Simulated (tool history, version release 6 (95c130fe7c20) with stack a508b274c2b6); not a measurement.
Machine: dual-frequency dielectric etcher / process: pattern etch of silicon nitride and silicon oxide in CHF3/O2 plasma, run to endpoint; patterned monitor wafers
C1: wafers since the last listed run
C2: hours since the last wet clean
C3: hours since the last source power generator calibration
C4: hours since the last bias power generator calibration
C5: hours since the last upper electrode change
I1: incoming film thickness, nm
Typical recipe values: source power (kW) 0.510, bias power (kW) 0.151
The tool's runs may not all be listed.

run 1 day=0.000 | source_power_(kW)=0.510 bias_power_(kW)=0.173 | C1=0 C2=574.8 C3=2361.1 C4=1502.4 C5=5895.8 | I1=268.7 | endpoint_time_(s)=192.5
run 2 day=0.408 | source_power_(kW)=0.510 bias_power_(kW)=0.151 | C1=59 C2=584.6 C3=2370.9 C4=1512.2 C5=5905.6 | I1=269.1 | endpoint_time_(s)=204.9
run 3 day=1.054 | source_power_(kW)=0.510 bias_power_(kW)=0.151 | C1=93 C2=600.1 C3=2386.4 C4=1527.7 C5=5921.1 | I1=268.5 | endpoint_time_(s)=206.2
run 4 day=1.733 | source_power_(kW)=0.510 bias_power_(kW)=0.151 | C1=98 C2=616.4 C3=2402.7 C4=1544.0 C5=5937.4 | I1=266.2 | endpoint_time_(s)=204.2
run 5 day=2.475 | source_power_(kW)=0.510 bias_power_(kW)=0.165 | C1=107 C2=634.2 C3=2420.5 C4=1561.8 C5=5955.2 | I1=268.1 | endpoint_time_(s)=195.4
run 6 day=4.004 | source_power_(kW)=0.510 bias_power_(kW)=0.151 | C1=221 C2=670.9 C3=2457.2 C4=1598.5 C5=5991.9 | I1=267.6 | endpoint_time_(s)=204.7
run 7 day=4.375 | source_power_(kW)=0.590 bias_power_(kW)=0.128 | C1=53 C2=679.8 C3=2466.1 C4=1607.4 C5=6000.8 | I1=265.0 | endpoint_time_(s)=199.6
-- day=5.588 wet clean of the chamber
-- day=5.650 upper electrode replaced
run 8 day=5.671 | source_power_(kW)=0.590 bias_power_(kW)=0.151 | C1=33 C2=2.0 C3=2497.2 C4=1638.5 C5=0.5 | I1=266.6 | endpoint_time_(s)=194.3
run 9 day=5.688 | source_power_(kW)=0.590 bias_power_(kW)=0.151 | C1=2 C2=2.4 C3=2497.6 C4=1638.9 C5=0.9 | I1=267.6 | endpoint_time_(s)=195.0
run 10 day=6.008 | source_power_(kW)=0.540 bias_power_(kW)=0.124 | C1=46 C2=10.1 C3=2505.3 C4=1646.6 C5=8.6 | I1=267.1 | endpoint_time_(s)=227.6
run 11 day=6.558 | source_power_(kW)=0.540 bias_power_(kW)=0.124 | C1=79 C2=23.3 C3=2518.5 C4=1659.8 C5=21.8 | I1=265.9 | endpoint_time_(s)=224.6
run 12 day=6.862 | source_power_(kW)=0.540 bias_power_(kW)=0.124 | C1=44 C2=30.6 C3=2525.8 C4=1667.1 C5=29.1 | I1=266.1 | endpoint_time_(s)=225.1
run 13 day=7.579 | source_power_(kW)=0.590 bias_power_(kW)=0.173 | C1=103 C2=47.8 C3=2543.0 C4=1684.3 C5=46.3 | I1=265.2 | endpoint_time_(s)=181.7
run 14 day=7.938 | source_power_(kW)=0.510 bias_power_(kW)=0.131 | C1=51 C2=56.4 C3=2551.6 C4=1692.9 C5=54.9 | I1=266.8 | endpoint_time_(s)=227.6
-- day=8.133 bias power generator calibrated
run 15 day=8.204 | source_power_(kW)=0.510 bias_power_(kW)=0.151 | C1=14 C2=62.8 C3=2558.0 C4=1.7 C5=61.3 | I1=269.6 | endpoint_time_(s)=214.6
run 16 day=9.525 | source_power_(kW)=0.470 bias_power_(kW)=0.151 | C1=191 C2=94.5 C3=2589.7 C4=33.4 C5=93.0 | I1=268.9 | endpoint_time_(s)=224.2
run 17 day=10.092 | source_power_(kW)=0.600 bias_power_(kW)=0.181 | C1=82 C2=108.1 C3=2603.3 C4=47.0 C5=106.6 | I1=267.9 | endpoint_time_(s)=176.6
run 18 day=10.433 | source_power_(kW)=0.510 bias_power_(kW)=0.151 | C1=49 C2=116.3 C3=2611.5 C4=55.2 C5=114.8 | I1=267.7 | endpoint_time_(s)=213.0
run 19 day=10.946 | source_power_(kW)=0.510 bias_power_(kW)=0.151 | C1=74 C2=128.6 C3=2623.8 C4=67.5 C5=127.1 | I1=266.1 | endpoint_time_(s)=209.1
run 20 day=11.221 | source_power_(kW)=0.510 bias_power_(kW)=0.151 | C1=39 C2=135.2 C3=2630.4 C4=74.1 C5=133.7 | I1=269.7 | endpoint_time_(s)=212.9
run 21 day=11.604 | source_power_(kW)=0.510 bias_power_(kW)=0.151 | C1=55 C2=144.4 C3=2639.6 C4=83.3 C5=142.9 | I1=266.2 | endpoint_time_(s)=210.9
run 22 day=13.779 | source_power_(kW)=0.470 bias_power_(kW)=0.169 | C1=315 C2=196.6 C3=2691.8 C4=135.5 C5=195.1 | I1=268.7 | endpoint_time_(s)=210.4
run 23 day=14.471 | source_power_(kW)=0.380 bias_power_(kW)=0.172 | C1=100 C2=213.2 C3=2708.4 C4=152.1 C5=211.7 | I1=269.5 | endpoint_time_(s)=242.6
run 24 day=14.862 | source_power_(kW)=0.450 bias_power_(kW)=0.167 | C1=56 C2=222.6 C3=2717.8 C4=161.5 C5=221.1 | I1=268.7 | endpoint_time_(s)=217.9
run 25 day=15.383 | source_power_(kW)=0.420 bias_power_(kW)=0.189 | C1=75 C2=235.1 C3=2730.3 C4=174.0 C5=233.6 | I1=266.2 | endpoint_time_(s)=212.8
-- day=15.579 source power generator calibrated
run 26 day=15.708 | source_power_(kW)=0.560 bias_power_(kW)=0.161 | C1=22 C2=242.9 C3=3.1 C4=181.8 C5=241.4 | I1=266.3 | endpoint_time_(s)=191.7
run 27 day=16.233 | source_power_(kW)=0.620 bias_power_(kW)=0.181 | C1=76 C2=255.5 C3=15.7 C4=194.4 C5=254.0 | I1=270.1 | endpoint_time_(s)=173.3
run 28 day=17.950 | source_power_(kW)=0.540 bias_power_(kW)=0.178 | C1=249 C2=296.7 C3=56.9 C4=235.6 C5=295.2 | I1=266.0 | endpoint_time_(s)=185.3
run 29 day=18.292 | source_power_(kW)=0.630 bias_power_(kW)=0.180 | C1=49 C2=304.9 C3=65.1 C4=243.8 C5=303.4 | I1=268.0 | endpoint_time_(s)=171.1
run 30 day=18.550 | source_power_(kW)=0.510 bias_power_(kW)=0.151 | C1=37 C2=311.1 C3=71.3 C4=250.0 C5=309.6 | I1=264.8 | endpoint_time_(s)=207.3
run 31 day=19.188 | source_power_(kW)=0.600 bias_power_(kW)=0.130 | C1=92 C2=326.4 C3=86.6 C4=265.3 C5=324.9 | I1=268.8 | endpoint_time_(s)=204.2
run 32 day=19.562 | source_power_(kW)=0.470 bias_power_(kW)=0.161 | C1=54 C2=335.4 C3=95.6 C4=274.3 C5=333.9 | I1=266.8 | endpoint_time_(s)=211.9
run 33 day=20.000 | source_power_(kW)=0.510 bias_power_(kW)=0.151 | C1=63 C2=345.9 C3=106.1 C4=284.8 C5=344.4 | I1=266.8 | endpoint_time_(s)=208.0
run 34 day=21.867 | source_power_(kW)=0.510 bias_power_(kW)=0.151 | C1=270 C2=390.7 C3=150.9 C4=329.6 C5=389.2 | I1=265.4 | endpoint_time_(s)=206.2
run 35 day=22.538 | source_power_(kW)=0.510 bias_power_(kW)=0.151 | C1=97 C2=406.8 C3=167.0 C4=345.7 C5=405.3 | I1=269.7 | endpoint_time_(s)=209.4

How would selected steps in endpoint time (s) from run to run divide? Give the signed amount a tool lacking its hidden state would still show from settings, what came in and random variation, and the signed amount left for the hidden state, including any gauge scatter that is not in both of the compared results.
Hidden state at play: etch rate over this chamber's usual, %; source power that arrives over what is set, %; bias power that arrives over what is set, %.
Run 5 -> 6: bias power (kW) 0.165 -> 0.151. endpoint time (s) +9.3: hidden state -0.9, all else +10.2.
Run 7 -> 8: bias power (kW) 0.128 -> 0.151, wet clean of the chamber, upper electrode replaced. endpoint time (s) -5.3: hidden state +9.5, all else -14.8.
Run 12 -> 13: source power (kW) 0.540 -> 0.590, bias power (kW) 0.124 -> 0.173. endpoint time (s) -43.4: hidden state -0.3, all else -43.1.
Run 13 -> 14: source power (kW) 0.590 -> 0.510, bias power (kW) 0.173 -> 0.131. endpoint time (s) +45.9: hidden state -0.1, all else +46.0.
Run 16 -> 17: source power (kW) 0.470 -> 0.600, bias power (kW) 0.151 -> 0.181. endpoint time (s) -47.6: hidden state +0.0, all else -47.6.
Run 21 -> 22: source power (kW) 0.510 -> 0.470, bias power (kW) 0.151 -> 0.169. endpoint time (s) -0.5: hidden state -0.7, all else +0.2.

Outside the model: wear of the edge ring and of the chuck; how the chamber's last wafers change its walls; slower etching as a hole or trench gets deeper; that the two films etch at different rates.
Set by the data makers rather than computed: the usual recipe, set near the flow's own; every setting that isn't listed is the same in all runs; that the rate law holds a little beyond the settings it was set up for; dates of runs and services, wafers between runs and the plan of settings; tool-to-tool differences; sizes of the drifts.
